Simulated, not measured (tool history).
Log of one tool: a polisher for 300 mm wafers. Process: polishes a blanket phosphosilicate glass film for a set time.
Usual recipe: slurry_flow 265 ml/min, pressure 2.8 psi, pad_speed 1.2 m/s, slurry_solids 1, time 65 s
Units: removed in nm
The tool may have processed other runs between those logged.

| run | day | slurry_flow | pressure | pad_speed | slurry_solids | time | wafers since the last listed run | wafers polished on this pad | hours since the slurry nozzle was cleaned | hours since the head pressure was calibrated | hours since the slurry blender was calibrated | hours since the conditioning disc was replaced | incoming thickness of the incoming film, nm | removed |
|---|---|---|---|---|---|---|---|---|---|---|---|---|---|---|
| 1 | 0 | 265 | 2.8 | 1.2 | 1 | 65 | 0 | 2598 | 447 | 192.7 | 133.9 | 13.2 | 4028.1 | 607 |
|  | 0.179 | worn pad replaced by a new one |
| 2 | 1.775 | 265 | 2.8 | 1.2 | 1 | 65 | 298 | 295 | 489.6 | 235.3 | 176.5 | 55.8 | 4042.6 | 597.8 |
| 3 | 3.379 | 265 | 2.8 | 1.2 | 1 | 65 | 297 | 593 | 528.1 | 273.8 | 215 | 94.3 | 4022.4 | 606.3 |
| 4 | 6.875 | 265 | 3.1 | 1.2 | 1 | 65 | 649 | 1242 | 612 | 357.7 | 298.9 | 178.2 | 3964.7 | 624.8 |
| 5 | 10.608 | 265 | 3.1 | 1.2 | 1 | 65 | 693 | 1936 | 701.6 | 447.3 | 388.5 | 267.8 | 3946.6 | 623.1 |
|  | 11.258 | worn pad replaced by a new one |
|  | 11.458 | slurry blender recalibrated |
| 6 | 12.708 | 265 | 3.1 | 1.2 | 1 | 65 | 343 | 253 | 752 | 497.7 | 30 | 318.2 | 4018 | 630.7 |
|  | 15.229 | slurry nozzle cleaned |
|  | 15.279 | head pressure recalibrated |
| 7 | 15.783 | 265 | 2.8 | 1.2 | 1 | 65 | 553 | 806 | 13.3 | 12.1 | 103.8 | 392 | 3993.8 | 587.2 |
| 8 | 18.621 | 265 | 2.8 | 1.2 | 1 | 65 | 526 | 1333 | 81.4 | 80.2 | 171.9 | 460.1 | 4078.9 | 592.9 |
|  | 21.425 | conditioning disc replaced and pad reconditioned |
| 9 | 22.658 | 265 | 3.6 | 0.9 | 1 | 65 | 734 | 2067 | 178.3 | 177.1 | 268.8 | 29.6 | 3993.7 | 568.7 |
|  | 23.679 | worn pad replaced by a new one |
| 10 | 27.121 | 265 | 3.6 | 0.9 | 1 | 65 | 797 | 639 | 285.4 | 284.2 | 375.9 | 136.7 | 4053.9 | 558.4 |
|  | 28.388 | slurry blender recalibrated |
| 11 | 31.3 | 265 | 3.6 | 0.9 | 1 | 65 | 760 | 1399 | 385.7 | 384.5 | 69.9 | 237 | 4006.2 | 555.9 |
|  | 34.7 | head pressure recalibrated |
|  | 34.862 | worn pad replaced by a new one |
| 12 | 34.883 | 265 | 2.4 | 1.2 | 1 | 56 | 619 | 4 | 471.7 | 4.4 | 155.9 | 323 | 3939.9 | 457 |
| 13 | 38.146 | 240 | 3.4 | 1.2 | 1.15 | 82 | 605 | 609 | 550 | 82.7 | 234.2 | 401.3 | 4016.3 | 874.1 |
|  | 39.471 | conditioning disc replaced and pad reconditioned |
| 14 | 42.125 | 265 | 3.4 | 1.2 | 1.1 | 88 | 723 | 1333 | 645.5 | 178.2 | 329.7 | 63.7 | 3985.6 | 972.9 |
| 15 | 45.033 | 265 | 2.8 | 1.2 | 1 | 55 | 539 | 1873 | 715.3 | 248 | 399.5 | 133.5 | 3952.4 | 508.6 |
|  | 45.5 | slurry blender recalibrated |
|  | 46.525 | slurry nozzle cleaned |
| 16 | 46.667 | 235 | 2.8 | 1.2 | 1 | 65 | 280 | 2153 | 3.4 | 287.2 | 28 | 172.7 | 4020.5 | 580.3 |
|  | 48.883 | worn pad replaced by a new one |
| 17 | 50.842 | 265 | 2.8 | 1.2 | 1 | 65 | 744 | 363 | 103.6 | 387.4 | 128.2 | 272.9 | 3973.4 | 590.5 |
| 18 | 52.733 | 265 | 2.8 | 1.2 | 1.3 | 65 | 351 | 715 | 149 | 432.8 | 173.6 | 318.3 | 4050.4 | 662.5 |
| 19 | 56.35 | 195 | 2.8 | 1.2 | 1 | 65 | 671 | 1386 | 235.8 | 519.6 | 260.4 | 405.1 | 4055.4 | 567.4 |
|  | 58.546 | head pressure recalibrated |
|  | 59.688 | conditioning disc replaced and pad reconditioned |
| 20 | 59.788 | 265 | 2.4 | 1.2 | 1 | 56 | 607 | 1993 | 318.3 | 29.8 | 342.9 | 2.4 | 3994.1 | 472.6 |
|  | 60.679 | worn pad replaced by a new one |
| 21 | 62.208 | 265 | 3.2 | 1.2 | 1 | 86 | 418 | 284 | 376.4 | 87.9 | 401 | 60.5 | 3959.6 | 878.5 |
| 22 | 63.879 | 345 | 3.4 | 1.2 | 0.9 | 54 | 310 | 594 | 416.5 | 128 | 441.1 | 100.6 | 4023.7 | 545 |

Pick out some run-to-run changes in removed. Of each, how much would a tool without hidden state show as well, from the settings, what came in and chance, and how much is left for the hidden state and any gauge scatter not in both results compared?
Hidden conditions of the tool in this case: removal rate lost through wear of the pad, %; slurry flow missing at the pad, %; deviation of the head's pressure from its setpoint, %; abrasive missing from the slurry, %; time polished since the conditioner stopped cutting, s.
Run 12 -> 13: slurry_flow 265 -> 240, pressure 2.4 -> 3.4, slurry_solids 1 -> 1.15, time 56 -> 82. removed +417.1 nm: hidden state -36.7, all else +453.8.
Run 13 -> 14: slurry_flow 240 -> 265, slurry_solids 1.15 -> 1.1, time 82 -> 88, conditioning disc replaced and pad reconditioned. removed +98.8 nm: hidden state +36.3, all else +62.5.
Run 14 -> 15: pressure 3.4 -> 2.8, slurry_solids 1.1 -> 1, time 88 -> 55. removed -464.3 nm: hidden state +7.4, all else -471.7.
